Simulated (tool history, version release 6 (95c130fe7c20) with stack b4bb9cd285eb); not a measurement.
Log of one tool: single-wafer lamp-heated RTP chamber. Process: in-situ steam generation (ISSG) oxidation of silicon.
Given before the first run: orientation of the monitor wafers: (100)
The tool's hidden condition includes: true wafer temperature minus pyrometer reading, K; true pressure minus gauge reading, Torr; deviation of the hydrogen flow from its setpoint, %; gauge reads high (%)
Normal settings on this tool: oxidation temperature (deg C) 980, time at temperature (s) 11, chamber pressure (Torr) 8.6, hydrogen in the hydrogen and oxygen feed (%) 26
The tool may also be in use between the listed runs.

run	hour	oxidation temperature (deg C)	time at temperature (s)	chamber pressure (Torr)	hydrogen in the hydrogen and oxygen feed (%)	wafers since the last listed run	wafers since the last pyrometer calibration	hours since the pressure gauge was zeroed	hours since the hydrogen flow controller was replaced	hours since the gauge calibration	read-back reference wafer on the same gauge, thickness	oxide thickness on the monitor wafer (angstrom)
1	0	980	11	8.6	26	0	1244	1840.7	1654.1	342.2	4.724	41.64
2	21.5	980	11	8.6	26	142	1386	1862.2	1675.6	363.7	4.717	41.58
3	44.3	980	11	8.6	26	151	1538	1885	1698.4	386.5	4.72	41.63
4	62	980	10	8.6	26	117	1656	1902.7	1716.1	404.2	4.722	40.18
5	92.7	980	11	8.6	26	203	1859	1933.4	1746.8	434.9	4.718	41.77
6	114.5	980	11	8.6	26	144	2004	1955.2	1768.6	456.7	4.723	41.62
7	188.5	980	11	8.6	26	491	2496	2029.2	1842.6	530.7	4.722	41.72
8	201.1	985	11	8.6	26	83	2580	2041.8	1855.2	543.3	4.72	42.53
9	213.6	985	11	8.6	26	83	2663	2054.3	1867.7	555.8	4.718	42.69
10	248.7	980	11	8.6	26	233	2896	2089.4	1902.8	590.9	4.719	41.98
11	280.8	980	9	8.6	26	213	3109	2121.5	1934.9	623	4.721	38.98
# hour 289.7: pressure gauge zeroed
# hour 294.1: pyrometer window cleaned and pyrometer calibrated
12	313.3	980	9	8.6	26	133	127	23.6	1967.4	655.5	4.715	38.2
13	348.5	980	9	8.6	26	233	361	58.8	2002.6	690.7	4.718	38.19
14	377.5	980	11	8.6	26	192	554	87.8	2031.6	719.7	4.72	41.59
15	393	980	11	7.8	32	102	657	103.3	2047.1	735.2	4.723	44.24
# hour 404.4: gauge calibrated
# hour 406.5: hydrogen flow controller replaced
16	412.4	980	11	7.8	26	75	733	122.7	5.9	8	4.716	41.69
17	440.8	980	9	8.6	26	188	921	151.1	34.3	36.4	4.72	38.45
18	472.7	980	12	8.6	26	211	1133	183	66.2	68.3	4.722	43.28
19	504	971	11	8.6	26	207	1341	214.3	97.5	99.6	4.72	40.68
20	528.4	961	11	8.6	26	162	1503	238.7	121.9	124	4.723	39.5
21	554.5	960	11	8.6	26	173	1676	264.8	148	150.1	4.721	39.53
22	574.7	971	11	7.5	26	134	1811	285	168.2	170.3	4.72	40.9
23	609.4	980	11	8.6	26	230	2041	319.7	202.9	205	4.719	41.78
24	643	980	11	8.6	26	223	2264	353.3	236.5	238.6	4.717	41.95
25	661.8	980	11	10	32	124	2389	372.1	255.3	257.4	4.719	42.89
# hour 699.2: pyrometer window cleaned and pyrometer calibrated
26	769.3	980	11	8.6	26	660	465	479.6	362.8	364.9	4.718	41.47
27	796.6	980	9	8.6	32	181	647	506.9	390.1	392.2	4.72	40.69
28	831.5	985	11	8.6	26	231	879	541.8	425	427.1	4.718	42.18
29	855.3	993	11	7.2	26	158	1037	565.6	448.8	450.9	4.721	43.52
30	921.9	968	11	8.6	26	442	1479	632.2	515.4	517.5	4.719	40.13
31	955.5	980	11	9.9	26	223	1702	665.8	549	551.1	4.72	40.67

Branching from run 31: 4 alternative next runs. What would each branch give?
A	955.9	980	11	8.6	26	2	1705	666.2	549.4	551.5	?	?
B	955.9	997	9	7.2	32	2	1705	666.2	549.4	551.5	?	?
C	955.9	969	9	7.6	18	2	1705	666.2	549.4	551.5	?	?
D	955.9	980	14	9.2	32	2	1705	666.2	549.4	551.5	?	?

run	read-back reference wafer on the same gauge, thickness	oxide thickness on the monitor wafer (angstrom)
A	4.722	41.52
B	4.722	43.25
C	4.722	33.98
D	4.722	47.79
With the hidden condition removed and each run's random variation left untouched, the same runs would have given:
run	oxide thickness on the monitor wafer (angstrom)
A	41.07
B	42.76
C	33.67
D	47.22
